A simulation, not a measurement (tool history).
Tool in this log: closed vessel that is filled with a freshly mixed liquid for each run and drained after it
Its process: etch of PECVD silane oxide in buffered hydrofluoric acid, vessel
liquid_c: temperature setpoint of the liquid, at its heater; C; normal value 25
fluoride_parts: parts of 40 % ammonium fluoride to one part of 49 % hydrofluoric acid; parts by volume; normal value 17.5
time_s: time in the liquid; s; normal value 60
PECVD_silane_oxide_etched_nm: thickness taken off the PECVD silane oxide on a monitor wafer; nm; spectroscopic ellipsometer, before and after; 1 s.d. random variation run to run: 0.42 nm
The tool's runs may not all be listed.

run     day  liquid_c  fluoride_parts  time_s  wafers since the last listed run  hours since the thermometer was replaced  hours since the hydrofluoric acid flow meter was replaced  hours since the gauge calibration  read-back film thickness of the PECVD silane oxide reference wafer, read on the same gauge (nm)  PECVD_silane_oxide_etched_nm
  1       0        25            17.5      60                                 0                                    2007.7                                                      644.9                              427.3                                                                                               70                         80.19
  2   2.496        25              14      60                              6619                                    2067.6                                                      704.8                              487.2                                                                                            70.02                          99.5
  3   3.767        25            17.5      60                              3370                                    2098.1                                                      735.3                              517.7                                                                                               70                          79.9
  4   5.396        25            17.5      60                              4320                                    2137.2                                                      774.4                              556.8                                                                                               70                         80.64
  5   6.633        21            17.5      60                              3281                                    2166.9                                                      804.1                              586.5                                                                                            70.01                         64.69
  6   7.758        21            17.5      60                              2983                                    2193.9                                                      831.1                              613.5                                                                                            70.02                         64.18
  7  10.262        21            17.5      60                              6641                                      2254                                                      891.2                              673.6                                                                                            70.02                         64.04
     10.542  -- gauge calibrated
  8  11.779        27            17.5      60                              4022                                    2290.4                                                      927.6                               29.7                                                                                            70.01                         89.78
     12.504  -- hydrofluoric acid flow meter replaced
  9  14.304        28            22.5      40                              6586                                      2351                                                       43.2                               90.3                                                                                            69.99                         51.83
     16.967  -- hydrofluoric acid flow meter replaced, repeated, since the last time left the tool worse
 10  17.296      21.5            11.5      85                              7823                                    2422.8                                                        7.9                              162.1                                                                                            70.01                        134.33
     19.567  -- thermometer replaced
 11  20.029      20.5            10.5      85                              7138                                      11.1                                                       73.5                              227.7                                                                                               70                        140.93
 12  24.292        25            17.5      60                             11304                                     113.4                                                      175.8                                330                                                                                               70                         77.33
 13  25.917        25            17.5      50                              4309                                     152.4                                                      214.8                                369                                                                                               70                         64.51
 14  28.733      26.5            11.5      85                              7470                                       220                                                      282.4                              436.6                                                                                            70.01                        180.67
 15    31.7        29            14.5      90                              7867                                     291.2                                                      353.6                              507.8                                                                                               70                        174.45

Selected run-to-run steps in PECVD_silane_oxide_etched_nm, each split into two signed amounts: the part the tool would show with no hidden state at all (from settings, incoming material and random variation), and the remainder, which goes to the hidden state together with any gauge scatter not common to the measured and the hidden-state-free results:
Hidden state present: liquid hotter than its thermometer reads (K); hydrofluoric acid flow above the setpoint (%); gauge reads high (%).
Run 9 -> 10: liquid_c 28 -> 21.5, fluoride_parts 22.5 -> 11.5, time_s 40 -> 85, hydrofluoric acid flow meter replaced, repeated, since the last time left the tool worse. PECVD_silane_oxide_etched_nm +82.5 nm: hidden state -3.11, all else +85.61.
Run 13 -> 14: liquid_c 25 -> 26.5, fluoride_parts 17.5 -> 11.5, time_s 50 -> 85. PECVD_silane_oxide_etched_nm +116.16 nm: hidden state +2.25, all else +113.91.

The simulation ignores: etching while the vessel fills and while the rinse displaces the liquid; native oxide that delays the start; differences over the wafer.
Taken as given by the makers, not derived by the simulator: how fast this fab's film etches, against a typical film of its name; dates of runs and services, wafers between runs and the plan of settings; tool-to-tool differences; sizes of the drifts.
